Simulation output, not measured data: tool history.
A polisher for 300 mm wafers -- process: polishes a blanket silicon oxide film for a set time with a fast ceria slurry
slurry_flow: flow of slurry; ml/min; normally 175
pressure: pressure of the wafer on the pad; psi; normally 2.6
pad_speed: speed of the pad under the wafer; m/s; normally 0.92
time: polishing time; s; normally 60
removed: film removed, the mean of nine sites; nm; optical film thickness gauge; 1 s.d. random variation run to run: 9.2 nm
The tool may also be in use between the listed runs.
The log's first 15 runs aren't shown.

| run | hour | slurry_flow | pressure | pad_speed | time | incoming thickness of the incoming film, nm | removed |
|---|---|---|---|---|---|---|---|
|  | 1300.7 | slurry nozzle cleaned |
| 16 | 1335.7 | 195 | 2.6 | 0.74 | 78 | 2310.9 | 720.1 |
| 17 | 1372.3 | 145 | 2.6 | 0.92 | 60 | 2306.9 | 664.5 |
| 18 | 1430.4 | 175 | 3.1 | 0.92 | 60 | 2290.4 | 794.6 |
|  | 1597.5 | worn pad replaced by a new one |
| 19 | 1624.1 | 175 | 2.6 | 0.68 | 60 | 2310.4 | 512.9 |
| 20 | 1682.6 | 175 | 2.6 | 0.92 | 60 | 2283.7 | 663.7 |
| 21 | 1734.9 | 175 | 2.6 | 0.92 | 60 | 2310.9 | 662.6 |
|  | 1744.8 | head pressure recalibrated |
| 22 | 1800 | 200 | 2.6 | 0.82 | 54 | 2296.3 | 546.5 |
| 23 | 1889.2 | 175 | 2.6 | 0.92 | 60 | 2279.6 | 655.4 |
| 24 | 1988 | 150 | 2.2 | 0.76 | 60 | 2299.6 | 460.6 |
| 25 | 2070.3 | 175 | 2.6 | 0.92 | 60 | 2349.8 | 657.1 |
|  | 2119.9 | slurry nozzle cleaned |
| 26 | 2134.9 | 175 | 2.6 | 0.92 | 60 | 2307.4 | 660 |
| 27 | 2194.1 | 145 | 3.3 | 0.92 | 60 | 2319.4 | 817 |
| 28 | 2282.1 | 205 | 2.6 | 0.92 | 60 | 2292.3 | 685.9 |
|  | 2311.7 | worn pad replaced by a new one |
| 29 | 2362.3 | 175 | 2.6 | 0.92 | 60 | 2311.6 | 663 |
| 30 | 2418.1 | 195 | 2.6 | 0.74 | 78 | 2322.9 | 732.6 |
| 31 | 2490 | 150 | 2 | 0.84 | 49 | 2296.7 | 363.6 |
| 32 | 2562.2 | 225 | 2.6 | 1.08 | 60 | 2301 | 793.4 |
|  | 2569.6 | head pressure recalibrated |
| 33 | 2651.6 | 175 | 2.6 | 0.92 | 60 | 2268.1 | 659.7 |
| 34 | 2687.8 | 135 | 2.6 | 0.92 | 60 | 2303.1 | 644.6 |
| 35 | 2758.1 | 140 | 2.6 | 0.92 | 77 | 2321.3 | 839.6 |
| 36 | 2860.6 | 155 | 3 | 0.82 | 50 | 2325.2 | 565.8 |
| 37 | 2953.7 | 175 | 1.9 | 0.92 | 74 | 2314 | 602.2 |
| 38 | 3007.2 | 120 | 2.1 | 0.92 | 60 | 2334.1 | 490 |

Alternative continuations, all from the tool just after run 38; predict every row:
| A | 3007.6 | 175 | 2.6 | 0.92 | 60 | 2325.6 | ? |
| B | 3007.6 | 175 | 2.6 | 0.92 | 40 | 2325.6 | ? |
| C | 3007.6 | 175 | 3 | 0.92 | 60 | 2325.6 | ? |

| run | removed |
|---|---|
| A | 663.6 |
| B | 442.4 |
| C | 765.7 |
Without the tool's hidden state the same runs would have given:
| run | removed |
|---|---|
| A | 663.6 |
| B | 442.4 |
| C | 765.7 |
